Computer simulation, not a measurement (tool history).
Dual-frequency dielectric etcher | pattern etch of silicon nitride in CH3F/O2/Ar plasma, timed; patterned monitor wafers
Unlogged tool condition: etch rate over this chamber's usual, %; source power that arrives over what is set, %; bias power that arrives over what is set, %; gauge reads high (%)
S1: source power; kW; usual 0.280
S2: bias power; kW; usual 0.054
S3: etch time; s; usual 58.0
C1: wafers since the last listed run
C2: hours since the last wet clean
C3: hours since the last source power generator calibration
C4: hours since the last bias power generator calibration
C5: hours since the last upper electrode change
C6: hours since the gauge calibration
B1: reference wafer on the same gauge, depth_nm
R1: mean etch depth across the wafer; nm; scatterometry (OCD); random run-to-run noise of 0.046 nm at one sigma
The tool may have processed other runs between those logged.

{"run": 1, "hour": 0.0, "S1": 0.28, "S2": 0.054, "S3": 58.0, "C1": 0, "C2": 311.3, "C3": 1956.9, "C4": 4181.2, "C5": 4538.7, "C6": 57.7, "B1": 34.29, "R1": 30.71}
{"run": 2, "hour": 14.5, "S1": 0.28, "S2": 0.054, "S3": 58.0, "C1": 203, "C2": 325.8, "C3": 1971.4, "C4": 4195.7, "C5": 4553.2, "C6": 72.2, "B1": 34.32, "R1": 30.81}
{"run": 3, "hour": 27.2, "S1": 0.28, "S2": 0.054, "S3": 58.0, "C1": 178, "C2": 338.5, "C3": 1984.1, "C4": 4208.4, "C5": 4565.9, "C6": 84.9, "B1": 34.3, "R1": 30.71}
{"run": 4, "hour": 34.1, "S1": 0.28, "S2": 0.054, "S3": 58.0, "C1": 96, "C2": 345.4, "C3": 1991.0, "C4": 4215.3, "C5": 4572.8, "C6": 91.8, "B1": 34.3, "R1": 30.68}
{"run": 5, "hour": 51.7, "S1": 0.28, "S2": 0.054, "S3": 58.0, "C1": 247, "C2": 363.0, "C3": 2008.6, "C4": 4232.9, "C5": 4590.4, "C6": 109.4, "B1": 34.29, "R1": 30.8}
{"run": 6, "hour": 59.2, "S1": 0.28, "S2": 0.047, "S3": 51.0, "C1": 105, "C2": 370.5, "C3": 2016.1, "C4": 4240.4, "C5": 4597.9, "C6": 116.9, "B1": 34.28, "R1": 26.03}
{"run": 7, "hour": 65.4, "S1": 0.28, "S2": 0.054, "S3": 58.0, "C1": 87, "C2": 376.7, "C3": 2022.3, "C4": 4246.6, "C5": 4604.1, "C6": 123.1, "B1": 34.3, "R1": 30.75}
{"run": 8, "hour": 76.4, "S1": 0.28, "S2": 0.054, "S3": 58.0, "C1": 154, "C2": 387.7, "C3": 2033.3, "C4": 4257.6, "C5": 4615.1, "C6": 134.1, "B1": 34.3, "R1": 30.79}
{"run": 9, "hour": 90.5, "S1": 0.28, "S2": 0.054, "S3": 58.0, "C1": 197, "C2": 401.8, "C3": 2047.4, "C4": 4271.7, "C5": 4629.2, "C6": 148.2, "B1": 34.3, "R1": 30.76}
{"run": 10, "hour": 101.7, "S1": 0.28, "S2": 0.054, "S3": 58.0, "C1": 157, "C2": 413.0, "C3": 2058.6, "C4": 4282.9, "C5": 4640.4, "C6": 159.4, "B1": 34.3, "R1": 30.81}
{"hour": 118.9, "done": "source power generator calibrated"}
{"hour": 129.4, "done": "wet clean of the chamber"}
{"hour": 142.9, "done": "upper electrode replaced"}
{"run": 11, "hour": 143.4, "S1": 0.28, "S2": 0.054, "S3": 58.0, "C1": 192, "C2": 14.0, "C3": 24.5, "C4": 4324.6, "C5": 0.5, "C6": 201.1, "B1": 34.33, "R1": 30.57}
{"run": 12, "hour": 143.7, "S1": 0.28, "S2": 0.054, "S3": 58.0, "C1": 4, "C2": 14.3, "C3": 24.8, "C4": 4324.9, "C5": 0.8, "C6": 201.4, "B1": 34.31, "R1": 30.55}
{"run": 13, "hour": 144.1, "S1": 0.28, "S2": 0.054, "S3": 58.0, "C1": 5, "C2": 14.7, "C3": 25.2, "C4": 4325.3, "C5": 1.2, "C6": 201.8, "B1": 34.28, "R1": 30.62}
{"run": 14, "hour": 152.9, "S1": 0.32, "S2": 0.054, "S3": 67.0, "C1": 123, "C2": 23.5, "C3": 34.0, "C4": 4334.1, "C5": 10.0, "C6": 210.6, "B1": 34.3, "R1": 37.52}
{"hour": 172.9, "done": "bias power generator calibrated"}
{"run": 15, "hour": 173.4, "S1": 0.28, "S2": 0.054, "S3": 58.0, "C1": 231, "C2": 44.0, "C3": 54.5, "C4": 0.5, "C5": 30.5, "C6": 231.1, "B1": 34.29, "R1": 30.59}
{"run": 16, "hour": 181.7, "S1": 0.32, "S2": 0.042, "S3": 68.5, "C1": 116, "C2": 52.3, "C3": 62.8, "C4": 8.8, "C5": 38.8, "C6": 239.4, "B1": 34.29, "R1": 35.88}
{"run": 17, "hour": 192.5, "S1": 0.28, "S2": 0.054, "S3": 68.5, "C1": 151, "C2": 63.1, "C3": 73.6, "C4": 19.6, "C5": 49.6, "C6": 250.2, "B1": 34.31, "R1": 36.22}
{"run": 18, "hour": 207.0, "S1": 0.28, "S2": 0.054, "S3": 58.0, "C1": 203, "C2": 77.6, "C3": 88.1, "C4": 34.1, "C5": 64.1, "C6": 264.7, "B1": 34.29, "R1": 30.61}
{"hour": 207.6, "done": "gauge calibrated"}
{"run": 19, "hour": 219.0, "S1": 0.28, "S2": 0.047, "S3": 51.0, "C1": 168, "C2": 89.6, "C3": 100.1, "C4": 46.1, "C5": 76.1, "C6": 11.4, "B1": 34.32, "R1": 25.84}
{"run": 20, "hour": 231.8, "S1": 0.28, "S2": 0.047, "S3": 51.0, "C1": 179, "C2": 102.4, "C3": 112.9, "C4": 58.9, "C5": 88.9, "C6": 24.2, "B1": 34.29, "R1": 25.85}
{"run": 21, "hour": 244.4, "S1": 0.22, "S2": 0.064, "S3": 58.0, "C1": 176, "C2": 115.0, "C3": 125.5, "C4": 71.5, "C5": 101.5, "C6": 36.8, "B1": 34.3, "R1": 28.89}
{"run": 22, "hour": 259.0, "S1": 0.33, "S2": 0.054, "S3": 58.0, "C1": 205, "C2": 129.6, "C3": 140.1, "C4": 86.1, "C5": 116.1, "C6": 51.4, "B1": 34.28, "R1": 33.18}
{"run": 23, "hour": 271.0, "S1": 0.28, "S2": 0.048, "S3": 70.0, "C1": 168, "C2": 141.6, "C3": 152.1, "C4": 98.1, "C5": 128.1, "C6": 63.4, "B1": 34.29, "R1": 35.74}
{"run": 24, "hour": 287.3, "S1": 0.21, "S2": 0.067, "S3": 58.0, "C1": 228, "C2": 157.9, "C3": 168.4, "C4": 114.4, "C5": 144.4, "C6": 79.7, "B1": 34.29, "R1": 28.64}
{"run": 25, "hour": 296.5, "S1": 0.28, "S2": 0.061, "S3": 65.0, "C1": 129, "C2": 167.1, "C3": 177.6, "C4": 123.6, "C5": 153.6, "C6": 88.9, "B1": 34.29, "R1": 35.7}
{"run": 26, "hour": 338.3, "S1": 0.28, "S2": 0.064, "S3": 45.5, "C1": 586, "C2": 208.9, "C3": 219.4, "C4": 165.4, "C5": 195.4, "C6": 130.7, "B1": 34.29, "R1": 25.41}

Below are 5 alternative next runs, each starting from the tool's condition after run 26. Predict each:
{"run": "A", "hour": 338.7, "S1": 0.28, "S2": 0.054, "S3": 67.5, "C1": 5, "C2": 209.3, "C3": 219.8, "C4": 165.8, "C5": 195.8, "C6": 131.1, "B1": "?", "R1": "?"}
{"run": "B", "hour": 338.7, "S1": 0.22, "S2": 0.066, "S3": 75.0, "C1": 5, "C2": 209.3, "C3": 219.8, "C4": 165.8, "C5": 195.8, "C6": 131.1, "B1": "?", "R1": "?"}
{"run": "C", "hour": 338.7, "S1": 0.32, "S2": 0.061, "S3": 43.5, "C1": 5, "C2": 209.3, "C3": 219.8, "C4": 165.8, "C5": 195.8, "C6": 131.1, "B1": "?", "R1": "?"}
{"run": "D", "hour": 338.7, "S1": 0.22, "S2": 0.066, "S3": 62.5, "C1": 5, "C2": 209.3, "C3": 219.8, "C4": 165.8, "C5": 195.8, "C6": 131.1, "B1": "?", "R1": "?"}
{"run": "E", "hour": 338.7, "S1": 0.3, "S2": 0.054, "S3": 44.5, "C1": 5, "C2": 209.3, "C3": 219.8, "C4": 165.8, "C5": 195.8, "C6": 131.1, "B1": "?", "R1": "?"}

run=A B1=34.29 R1=35.81
run=B B1=34.29 R1=37.84
run=C B1=34.29 R1=25.46
run=D B1=34.29 R1=31.53
run=E B1=34.29 R1=24.37
Without the tool's hidden state the same runs would have given:
run=A R1=35.58
run=B R1=37.59
run=C R1=25.29
run=D R1=31.33
run=E R1=24.21
